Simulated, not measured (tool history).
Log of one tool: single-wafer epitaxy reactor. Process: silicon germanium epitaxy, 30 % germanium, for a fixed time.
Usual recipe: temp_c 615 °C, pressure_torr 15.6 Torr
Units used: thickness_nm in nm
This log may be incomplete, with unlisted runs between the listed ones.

run   hour  temp_c  pressure_torr  wafers since the last listed run  hours since the last pyrometer calibration  hours since the last manometer calibration  hours since the showerhead was replaced  hours since the gauge calibration  read-back reference wafer on the same gauge, thickness_nm  thickness_nm
  1    0.0     620           15.6                                 0                                      2480.3                                      2901.7                                   2937.3                               93.7                                                     87.250        74.204
  2   31.8     620           15.6                               624                                      2512.1                                      2933.5                                   2969.1                              125.5                                                     87.223        74.282
  3   45.6     620           15.6                               271                                      2525.9                                      2947.3                                   2982.9                              139.3                                                     87.197        74.203
  4   60.0     615           16.5                               282                                      2540.3                                      2961.7                                   2997.3                              153.7                                                     87.179        70.289
  5   69.7     615           13.8                               190                                      2550.0                                      2971.4                                   3007.0                              163.4                                                     87.190        65.147
  6   77.1     607           15.6                               145                                      2557.4                                      2978.8                                   3014.4                              170.8                                                     87.175        60.584
      86.3  -- pyrometer calibrated
  7   87.7     607           15.6                                51                                         1.4                                      2989.4                                   3025.0                              181.4                                                     87.174        56.986
  8  102.4     607           15.6                               288                                        16.1                                      3004.1                                   3039.7                              196.1                                                     87.194        56.943
  9  109.5     615           15.6                               139                                        23.2                                      3011.2                                   3046.8                              203.2                                                     87.191        64.669
     132.5  -- capacitance manometer re-zeroed and calibrated
 10  133.0     615           15.6                               304                                        46.7                                         0.5                                   3070.3                              226.7                                                     87.233        64.749
     134.0  -- gauge calibrated
 11  134.3     609           17.6                                25                                        48.0                                         1.8                                   3071.6                                0.3                                                     87.249        61.904
     144.1  -- pyrometer calibrated, repeated, since the last time left the tool worse
 12  147.5     621           16.8                               102                                         3.4                                        15.0                                   3084.8                               13.5                                                     87.188        82.047
 13  154.6     608           11.9                               139                                        10.5                                        22.1                                   3091.9                               20.6                                                     87.176        58.004
 14  161.4     615           15.6                               133                                        17.3                                        28.9                                   3098.7                               27.4                                                     87.242        72.334
     171.6  -- showerhead replaced
 15  174.6     626           15.6                               102                                        30.5                                        42.1                                      3.0                               40.6                                                     87.214        85.493
 16  182.4     615           15.6                               153                                        38.3                                        49.9                                     10.8                               48.4                                                     87.115        72.186
 17  206.6     624           12.3                               475                                        62.5                                        74.1                                     35.0                               72.6                                                     87.153        75.129
 18  216.5     600           17.4                               194                                        72.4                                        84.0                                     44.9                               82.5                                                     87.147        59.427
 19  232.6     621           14.2                               316                                        88.5                                       100.1                                     61.0                               98.6                                                     87.238        76.241
 20  243.7     615           15.6                               218                                        99.6                                       111.2                                     72.1                              109.7                                                     87.261        72.117

Give the tool's hidden conditions for every run:
true pressure above the setpoint (%): 0 across all the runs
gauge reads high (%): 0 across all the runs
H1: wafer temperature above the value expected at the setpoint (K)
run      H1
  1   -4.05
  2    -4.1
  3   -4.13
  4   -4.15
  5   -4.17
  6   -4.19
  7    -7.7
  8   -7.73
  9   -7.74
 10   -7.78
 11   -7.78
 12  -0.587
 13    -0.6
 14  -0.612
 15  -0.636
 16   -0.65
 17  -0.693
 18  -0.711
 19  -0.739
 20  -0.759
